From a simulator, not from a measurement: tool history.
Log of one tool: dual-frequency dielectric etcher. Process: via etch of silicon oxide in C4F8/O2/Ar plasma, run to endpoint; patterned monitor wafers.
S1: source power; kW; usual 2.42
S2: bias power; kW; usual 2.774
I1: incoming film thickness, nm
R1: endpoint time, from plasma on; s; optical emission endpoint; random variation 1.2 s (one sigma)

run,hour,S1,S2,I1,R1
1,0,2.42,2.774,1012.6,173.9
2,17.9,2.42,2.774,1023.3,175.5
3,31.4,2.42,2.774,1018.8,172.4
4,45.1,2.59,2.774,1010.2,167.4
5,62.1,2.74,2.774,1011.6,162.3
6,73.9,2.74,2.774,1019.2,162.8
7,89.9,2.13,2.774,1030.1,187.1
# hour 95.6: bias power generator calibrated
8,103.4,2.13,2.774,1020.6,184.9
9,118.8,2.42,3.306,1009.6,161.2
10,133.5,2.42,3.306,1008.3,159.8
11,141.6,2.42,2.774,1019.5,172.4
12,147.9,2.42,2.774,1026.4,174.4
13,165.8,1.83,2.215,1019.5,214.1
14,178.4,1.96,2.774,1013.2,186.7
15,185,2.69,2.287,1020.7,172.3
# hour 193.5: source power generator calibrated
16,194,2.04,2.366,1021.7,198.4
17,207,2.42,3.207,1017.4,162.4
18,220.2,2.72,2.556,1015.9,164.8
# hour 249.3: wet clean of the chamber
19,249.8,2.42,2.774,1022.9,178.7
20,250.2,2.42,2.552,1010.6,180.6
21,250.6,2.42,2.774,1015.3,180.2
22,256.8,1.95,2.286,1016,211.1
# hour 283.7: upper electrode replaced
23,284.2,2.61,3.447,1011.2,156.8
24,284.6,2.07,3.148,1020.2,182.5
25,296.9,1.96,3.129,1010,183.7
26,328.8,2.42,3.319,1019.7,166.8
27,341.2,1.97,2.367,1007.3,201.2
28,354.3,3.01,2.492,1004.2,163.3
29,369.3,2.13,2.131,1008.8,202.9
30,378.9,2.6,3.165,1017.8,161.4
31,394.6,2.65,2.118,1016.7,183.7
32,408.9,2.14,2.405,1025.9,194
33,418.5,2.08,2.774,1019.9,189.6
34,433.3,2.42,2.774,1026.3,173.4

Some steps in R1 between neighbouring runs. How much of each would the tool show without its hidden state too (settings, what came in, random variation), and how much is left for the hidden state, with any gauge scatter that isn't in both results?
The hidden state here: etch rate over this chamber's usual, %; source power that arrives over what is set, %; bias power that arrives over what is set, %.
Run 12 -> 13: S1 2.42 -> 1.83, S2 2.774 -> 2.215. R1 +39.7 s: hidden state -2.2, all else +41.9.
Run 15 -> 16: S1 2.69 -> 2.04, S2 2.287 -> 2.366, source power generator calibrated. R1 +26.1 s: hidden state -1.4, all else +27.5.
Run 18 -> 19: S1 2.72 -> 2.42, S2 2.556 -> 2.774, wet clean of the chamber. R1 +13.9 s: hidden state +7.6, all else +6.3.
Run 22 -> 23: S1 1.95 -> 2.61, S2 2.286 -> 3.447, upper electrode replaced. R1 -54.3 s: hidden state -0.4, all else -53.9.
Run 29 -> 30: S1 2.13 -> 2.6, S2 2.131 -> 3.165. R1 -41.5 s: hidden state +0.7, all else -42.2.
